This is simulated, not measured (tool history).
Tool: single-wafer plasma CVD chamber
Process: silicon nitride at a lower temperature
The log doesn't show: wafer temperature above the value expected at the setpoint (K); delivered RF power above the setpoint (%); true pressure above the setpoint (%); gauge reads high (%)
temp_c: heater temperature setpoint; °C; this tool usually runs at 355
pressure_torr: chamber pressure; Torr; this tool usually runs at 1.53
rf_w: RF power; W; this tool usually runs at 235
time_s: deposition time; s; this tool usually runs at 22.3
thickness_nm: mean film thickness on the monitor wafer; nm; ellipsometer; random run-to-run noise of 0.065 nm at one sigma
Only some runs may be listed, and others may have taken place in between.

| run | hour | temp_c | pressure_torr | rf_w | time_s | wafers since the last listed run | hours since the last thermocouple change | hours since the last RF generator calibration | hours since the last manometer calibration | hours since the showerhead was replaced | hours since the gauge calibration | read-back reference wafer on the same gauge, thickness_nm | thickness_nm |
|---|---|---|---|---|---|---|---|---|---|---|---|---|---|
| 1 | 0 | 347 | 1.53 | 225 | 22.3 | 0 | 1137 | 1799.5 | 2011.2 | 5397 | 670.4 | 26.296 | 23.551 |
| 2 | 57.4 | 355 | 1.53 | 235 | 22.3 | 884 | 1194.4 | 1856.9 | 2068.6 | 5454.4 | 727.8 | 26.3 | 24.581 |
| 3 | 86 | 355 | 1.53 | 235 | 22.3 | 440 | 1223 | 1885.5 | 2097.2 | 5483 | 756.4 | 26.304 | 24.603 |
| 4 | 157.8 | 355 | 1.53 | 235 | 22.3 | 1105 | 1294.8 | 1957.3 | 2169 | 5554.8 | 828.2 | 26.303 | 24.607 |
| 5 | 204.4 | 355 | 1.53 | 235 | 22.3 | 717 | 1341.4 | 2003.9 | 2215.6 | 5601.4 | 874.8 | 26.3 | 24.51 |
| 6 | 257.1 | 355 | 1.53 | 235 | 22.3 | 811 | 1394.1 | 2056.6 | 2268.3 | 5654.1 | 927.5 | 26.279 | 24.692 |
| 7 | 317.6 | 355 | 1.53 | 235 | 22.3 | 931 | 1454.6 | 2117.1 | 2328.8 | 5714.6 | 988 | 26.302 | 24.607 |
|  | 377 | capacitance manometer re-zeroed and calibrated |
| 8 | 377.5 | 355 | 1.53 | 235 | 22.3 | 799 | 1514.5 | 2177 | 0.5 | 5774.5 | 1047.9 | 26.311 | 24.158 |
| 9 | 400.8 | 355 | 1.53 | 270 | 22.3 | 358 | 1537.8 | 2200.3 | 23.8 | 5797.8 | 1071.2 | 26.292 | 27.306 |
|  | 454.3 | thermocouple changed; heater temperature recalibrated |
| 10 | 466.7 | 355 | 1.53 | 270 | 22.3 | 891 | 12.4 | 2266.2 | 89.7 | 5863.7 | 1137.1 | 26.311 | 27.584 |
| 11 | 534.8 | 355 | 1.53 | 270 | 22.3 | 1048 | 80.5 | 2334.3 | 157.8 | 5931.8 | 1205.2 | 26.288 | 27.466 |
| 12 | 576.3 | 366 | 1.53 | 235 | 22.3 | 639 | 122 | 2375.8 | 199.3 | 5973.3 | 1246.7 | 26.312 | 24.166 |
| 13 | 632.2 | 366 | 1.53 | 235 | 22.3 | 860 | 177.9 | 2431.7 | 255.2 | 6029.2 | 1302.6 | 26.284 | 24.034 |
| 14 | 664.3 | 362 | 1.53 | 235 | 22.3 | 494 | 210 | 2463.8 | 287.3 | 6061.3 | 1334.7 | 26.304 | 24.252 |
| 15 | 690.1 | 347 | 1.43 | 210 | 21.1 | 397 | 235.8 | 2489.6 | 313.1 | 6087.1 | 1360.5 | 26.293 | 20.177 |
| 16 | 752.5 | 348 | 1.72 | 265 | 20.5 | 961 | 298.2 | 2552 | 375.5 | 6149.5 | 1422.9 | 26.31 | 25.78 |
| 17 | 779.6 | 349 | 1.65 | 250 | 19.7 | 417 | 325.3 | 2579.1 | 402.6 | 6176.6 | 1450 | 26.284 | 23.178 |
|  | 838.6 | RF generator calibrated |
| 18 | 839.1 | 355 | 1.68 | 250 | 22.3 | 793 | 384.8 | 0.5 | 462.1 | 6236.1 | 1509.5 | 26.3 | 26.336 |
| 19 | 864.2 | 355 | 1.53 | 235 | 22.3 | 386 | 409.9 | 25.6 | 487.2 | 6261.2 | 1534.6 | 26.288 | 24.343 |

What does the tool deliver on the next run?
|  | 934.7 | gauge calibrated |
|  | 942.1 | showerhead replaced, of another model than before |
| 20 | 1007.7 | 355 | 1.34 | 210 | 22.3 | 2086 | 553.4 | 169.1 | 630.7 | 65.6 | 73 | ? | ? |

{"run 20": {"read-back reference wafer on the same gauge, thickness_nm": 26.306, "thickness_nm": 21.444}}
Had the tool carried no hidden state, the very same run would have given thickness_nm 21.184 nm.
